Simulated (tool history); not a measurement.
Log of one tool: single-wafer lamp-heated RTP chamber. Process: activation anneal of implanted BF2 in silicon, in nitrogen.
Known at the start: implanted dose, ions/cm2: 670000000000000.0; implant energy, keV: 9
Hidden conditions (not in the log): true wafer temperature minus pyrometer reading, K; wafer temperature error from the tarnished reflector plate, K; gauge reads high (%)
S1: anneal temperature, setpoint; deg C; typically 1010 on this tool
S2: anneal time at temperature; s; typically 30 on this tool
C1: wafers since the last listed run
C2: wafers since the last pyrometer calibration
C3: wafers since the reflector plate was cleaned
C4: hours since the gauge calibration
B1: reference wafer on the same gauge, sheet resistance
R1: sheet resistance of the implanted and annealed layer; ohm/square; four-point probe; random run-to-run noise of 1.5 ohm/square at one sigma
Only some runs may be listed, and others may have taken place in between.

| run | day | S1 | S2 | C1 | C2 | C3 | C4 | B1 | R1 |
|---|---|---|---|---|---|---|---|---|---|
| 1 | 0 | 1010 | 30 | 0 | 4714 | 6126 | 275.9 | 287.21 | 255.6 |
|  | 1.925 | pyrometer window cleaned and pyrometer calibrated |
| 2 | 2.958 | 1010 | 30 | 520 | 204 | 6647 | 346.9 | 287.03 | 255.12 |
| 3 | 4.008 | 1010 | 30 | 208 | 412 | 6855 | 372.1 | 286.52 | 257.18 |
| 4 | 6.733 | 1010 | 30 | 540 | 953 | 7395 | 437.5 | 287.1 | 255.94 |
| 5 | 8.079 | 1010 | 30 | 266 | 1219 | 7662 | 469.8 | 286.85 | 257.78 |
| 6 | 10.596 | 1010 | 30 | 498 | 1718 | 8161 | 530.2 | 286.68 | 254.03 |
| 7 | 13.521 | 1010 | 25 | 579 | 2298 | 8740 | 600.4 | 287.18 | 262.55 |
| 8 | 14.65 | 1010 | 30 | 223 | 2522 | 8964 | 627.5 | 286.87 | 254.62 |
| 9 | 15.917 | 1010 | 30 | 251 | 2773 | 9215 | 657.9 | 286.65 | 255.46 |
| 10 | 18.046 | 1010 | 30 | 422 | 3195 | 9637 | 709 | 287.2 | 253.66 |
| 11 | 19.904 | 1010 | 30 | 368 | 3564 | 10006 | 753.6 | 287.17 | 256.95 |
| 12 | 21.479 | 998 | 30 | 312 | 3876 | 10318 | 791.4 | 286.98 | 271.64 |
| 13 | 22.767 | 1010 | 30 | 255 | 4131 | 10573 | 822.3 | 286.95 | 257.37 |
| 14 | 24.833 | 1010 | 30 | 409 | 4541 | 10983 | 871.9 | 286.86 | 255.93 |
| 15 | 27.275 | 988 | 25 | 484 | 5025 | 11467 | 930.5 | 286.93 | 296.42 |

Run 16 has not been measured yet. What should we expect?
|  | 28.554 | pyrometer window cleaned and pyrometer calibrated |
| 16 | 29.108 | 1010 | 30 | 297 | 109 | 11764 | 974.5 | ? | ? |

B1: 287.16
R1: 256.92 ohm/square
Take away the tool's hidden state, keep the run-to-run variation as it was, and the same run would have given R1 256.92 ohm/square.
